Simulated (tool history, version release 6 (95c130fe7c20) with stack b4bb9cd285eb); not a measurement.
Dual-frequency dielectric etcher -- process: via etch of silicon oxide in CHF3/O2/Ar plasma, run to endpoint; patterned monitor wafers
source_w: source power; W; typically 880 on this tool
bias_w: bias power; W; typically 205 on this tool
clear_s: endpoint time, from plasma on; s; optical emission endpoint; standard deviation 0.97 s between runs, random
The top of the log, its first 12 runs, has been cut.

run,hour,source_w,bias_w,wafers since the last listed run,hours since the last wet clean,hours since the last source power generator calibration,hours since the last bias power generator calibration,hours since the last upper electrode change,"incoming incoming film thickness, nm",clear_s
13,287.4,880,193,176,383.7,122.1,2689.4,4734.7,522.6,214.4
# hour 320.6: wet clean of the chamber
14,321.1,880,193,54,0.5,155.8,2723.1,4768.4,526.2,222.8
15,328.3,880,205,40,7.7,163,2730.3,4775.6,521.4,215.9
16,349.2,660,205,116,28.6,183.9,2751.2,4796.5,525.8,233.3
17,377.1,1070,246,156,56.5,211.8,2779.1,4824.4,523.4,193.1
18,411.3,1070,205,191,90.7,246,2813.3,4858.6,522.2,201.6
# hour 450.4: upper electrode replaced
19,450.9,970,251,87,130.3,285.6,2852.9,0.5,525.7,197.2
20,462.8,1090,167,66,142.2,297.5,2864.8,12.4,520.2,212.6
21,477,880,246,79,156.4,311.7,2879,26.6,524.6,202.7
22,491.2,790,224,79,170.6,325.9,2893.2,40.8,525.5,217.1
# hour 505.6: bias power generator calibrated
23,510.7,1000,189,86,190.1,345.4,5.1,60.3,526.2,212
24,527.1,880,166,91,206.5,361.8,21.5,76.7,521.7,226
25,543.3,710,205,90,222.7,378,37.7,92.9,527.6,228.1
26,558.8,760,191,86,238.2,393.5,53.2,108.4,526.8,226
27,571.4,880,205,70,250.8,406.1,65.8,121,519.7,210.7
28,594.4,1030,222,128,273.8,429.1,88.8,144,527.5,200.5
29,617.8,1080,254,130,297.2,452.5,112.2,167.4,525.1,187
30,633.5,880,205,87,312.9,468.2,127.9,183.1,522.5,212.2
31,649.8,740,183,91,329.2,484.5,144.2,199.4,524.3,232.2
32,675.8,1020,175,145,355.2,510.5,170.2,225.4,522.6,213.4
33,691.1,880,187,85,370.5,525.8,185.5,240.7,521.9,215.8

Expected results for the next run?
34,721.7,880,205,171,401.1,556.4,216.1,271.3,523.7,?

Run 34 came out at clear_s 211.6 s.
Without the tool's hidden state the same run would have given clear_s 215.3 s.
